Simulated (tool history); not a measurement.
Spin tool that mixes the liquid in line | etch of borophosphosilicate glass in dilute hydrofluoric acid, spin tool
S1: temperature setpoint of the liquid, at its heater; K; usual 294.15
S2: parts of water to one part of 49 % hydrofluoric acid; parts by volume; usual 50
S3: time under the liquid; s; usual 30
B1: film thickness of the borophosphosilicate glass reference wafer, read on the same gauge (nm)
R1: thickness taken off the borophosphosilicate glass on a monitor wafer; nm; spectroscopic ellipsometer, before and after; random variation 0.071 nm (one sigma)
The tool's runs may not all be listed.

{"run": 1, "hour": 0.0, "S1": 297.15, "S2": 50, "S3": 30, "B1": 109.65, "R1": 20.51}
{"run": 2, "hour": 32.9, "S1": 297.15, "S2": 50, "S3": 30, "B1": 109.51, "R1": 20.6}
{"run": 3, "hour": 53.5, "S1": 297.15, "S2": 50, "S3": 30, "B1": 109.37, "R1": 20.49}
{"run": 4, "hour": 75.3, "S1": 294.15, "S2": 50, "S3": 30, "B1": 109.29, "R1": 18.02}
{"run": 5, "hour": 110.5, "S1": 294.15, "S2": 50, "S3": 30, "B1": 109.14, "R1": 18.01}
{"run": 6, "hour": 125.0, "S1": 294.15, "S2": 50, "S3": 30, "B1": 109.03, "R1": 18.03}
{"run": 7, "hour": 154.3, "S1": 294.15, "S2": 50, "S3": 30, "B1": 108.95, "R1": 17.95}
{"run": 8, "hour": 178.4, "S1": 294.15, "S2": 50, "S3": 30, "B1": 108.86, "R1": 18.02}
{"run": 9, "hour": 214.4, "S1": 294.15, "S2": 50, "S3": 40, "B1": 108.61, "R1": 23.99}
{"hour": 223.0, "done": "thermometer replaced"}
{"run": 10, "hour": 229.4, "S1": 294.15, "S2": 50, "S3": 40, "B1": 108.61, "R1": 23.79}
{"run": 11, "hour": 249.7, "S1": 290.15, "S2": 40, "S3": 35, "B1": 108.53, "R1": 22.22}
{"hour": 281.5, "done": "hydrofluoric acid flow meter replaced"}
{"run": 12, "hour": 290.6, "S1": 294.15, "S2": 50, "S3": 30, "B1": 108.33, "R1": 17.91}
{"run": 13, "hour": 321.5, "S1": 294.15, "S2": 50, "S3": 30, "B1": 108.24, "R1": 17.95}
{"run": 14, "hour": 349.1, "S1": 294.15, "S2": 50, "S3": 30, "B1": 108.08, "R1": 17.72}
{"hour": 350.7, "done": "gauge calibrated"}
{"run": 15, "hour": 361.2, "S1": 294.15, "S2": 25, "S3": 45, "B1": 109.92, "R1": 56.25}
{"run": 16, "hour": 385.9, "S1": 294.15, "S2": 50, "S3": 30, "B1": 109.87, "R1": 18.24}
{"run": 17, "hour": 408.6, "S1": 294.15, "S2": 25, "S3": 30, "B1": 109.75, "R1": 37.29}
{"run": 18, "hour": 436.2, "S1": 294.15, "S2": 70, "S3": 30, "B1": 109.62, "R1": 12.64}
{"run": 19, "hour": 468.0, "S1": 290.15, "S2": 65, "S3": 25, "B1": 109.51, "R1": 9.64}
{"run": 20, "hour": 489.0, "S1": 292.65, "S2": 70, "S3": 45, "B1": 109.38, "R1": 17.77}

3 ways to go on from here, each from the tool as it stands after run 20. What would each give?
{"run": "A", "hour": 489.4, "S1": 291.65, "S2": 50, "S3": 30, "B1": "?", "R1": "?"}
{"run": "B", "hour": 489.4, "S1": 291.65, "S2": 50, "S3": 35, "B1": "?", "R1": "?"}
{"run": "C", "hour": 489.4, "S1": 295.65, "S2": 75, "S3": 15, "B1": "?", "R1": "?"}

run=A B1=109.43 R1=16.31
run=B B1=109.43 R1=19.03
run=C B1=109.43 R1=6.24
Without the tool's hidden state the same runs would have given:
run=A R1=16.4
run=B R1=19.14
run=C R1=6.28
